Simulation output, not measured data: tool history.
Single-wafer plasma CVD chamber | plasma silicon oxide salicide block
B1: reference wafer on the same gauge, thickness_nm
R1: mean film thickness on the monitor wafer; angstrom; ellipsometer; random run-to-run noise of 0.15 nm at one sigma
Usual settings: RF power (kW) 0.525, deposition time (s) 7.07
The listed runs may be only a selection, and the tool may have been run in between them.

run 1 hour=0 | RF_power_(kW)=0.5 deposition_time_(s)=7.07 | B1=79.054 | R1=709.6
run 2 hour=18.3 | RF_power_(kW)=0.5 deposition_time_(s)=7.07 | B1=79.003 | R1=708.79
run 3 hour=28.3 | RF_power_(kW)=0.5 deposition_time_(s)=7.07 | B1=79.029 | R1=710.44
run 4 hour=39.5 | RF_power_(kW)=0.605 deposition_time_(s)=7.07 | B1=79.019 | R1=744.58
run 5 hour=55 | RF_power_(kW)=0.605 deposition_time_(s)=7.07 | B1=78.988 | R1=748.02
run 6 hour=64.3 | RF_power_(kW)=0.525 deposition_time_(s)=7.07 | B1=78.958 | R1=717.52
run 7 hour=72 | RF_power_(kW)=0.525 deposition_time_(s)=7.07 | B1=78.984 | R1=718.65
run 8 hour=87.9 | RF_power_(kW)=0.525 deposition_time_(s)=7.07 | B1=79.023 | R1=717.08
run 9 hour=96.4 | RF_power_(kW)=0.48 deposition_time_(s)=7.07 | B1=79.052 | R1=698.46
run 10 hour=114.3 | RF_power_(kW)=0.48 deposition_time_(s)=7.07 | B1=79.06 | R1=700.73
run 11 hour=121.6 | RF_power_(kW)=0.48 deposition_time_(s)=7.07 | B1=78.99 | R1=700.02
run 12 hour=129.2 | RF_power_(kW)=0.605 deposition_time_(s)=7.07 | B1=79.017 | R1=745.74
-- hour=130.5 gauge calibrated
run 13 hour=137.4 | RF_power_(kW)=0.585 deposition_time_(s)=6.65 | B1=78.965 | R1=695.83
run 14 hour=149.2 | RF_power_(kW)=0.42 deposition_time_(s)=7.85 | B1=79.035 | R1=750.83
run 15 hour=159.8 | RF_power_(kW)=0.48 deposition_time_(s)=8.32 | B1=79.004 | R1=823.62
run 16 hour=167.5 | RF_power_(kW)=0.435 deposition_time_(s)=5.73 | B1=79.061 | R1=552.51
run 17 hour=184 | RF_power_(kW)=0.525 deposition_time_(s)=7.07 | B1=79.022 | R1=718.85
-- hour=193.1 RF generator calibrated
run 18 hour=193.6 | RF_power_(kW)=0.585 deposition_time_(s)=8.07 | B1=78.986 | R1=844.39
run 19 hour=199.3 | RF_power_(kW)=0.62 deposition_time_(s)=7.87 | B1=78.976 | R1=838.37
-- hour=213.1 showerhead replaced
run 20 hour=213.6 | RF_power_(kW)=0.585 deposition_time_(s)=6.4 | B1=79.045 | R1=669.82
run 21 hour=222.5 | RF_power_(kW)=0.525 deposition_time_(s)=7.07 | B1=79.046 | R1=717.69
run 22 hour=260.6 | RF_power_(kW)=0.57 deposition_time_(s)=6.59 | B1=79.03 | R1=683.67
run 23 hour=274.5 | RF_power_(kW)=0.475 deposition_time_(s)=8 | B1=79.065 | R1=792.61

Forecast each of these 4 alternatives for the next run:
run A hour=274.9 | RF_power_(kW)=0.525 deposition_time_(s)=8.21 | B1=? | R1=?
run B hour=274.9 | RF_power_(kW)=0.425 deposition_time_(s)=5.87 | B1=? | R1=?
run C hour=274.9 | RF_power_(kW)=0.47 deposition_time_(s)=7.73 | B1=? | R1=?
run D hour=274.9 | RF_power_(kW)=0.46 deposition_time_(s)=8.4 | B1=? | R1=?

run=A B1=78.928 R1=830.76
run=B B1=78.928 R1=559.92
run=C B1=78.928 R1=758.29
run=D B1=78.928 R1=819.08
Without the tool's hidden state the same runs would have given:
run=A R1=830.76
run=B R1=559.92
run=C R1=758.29
run=D R1=819.08
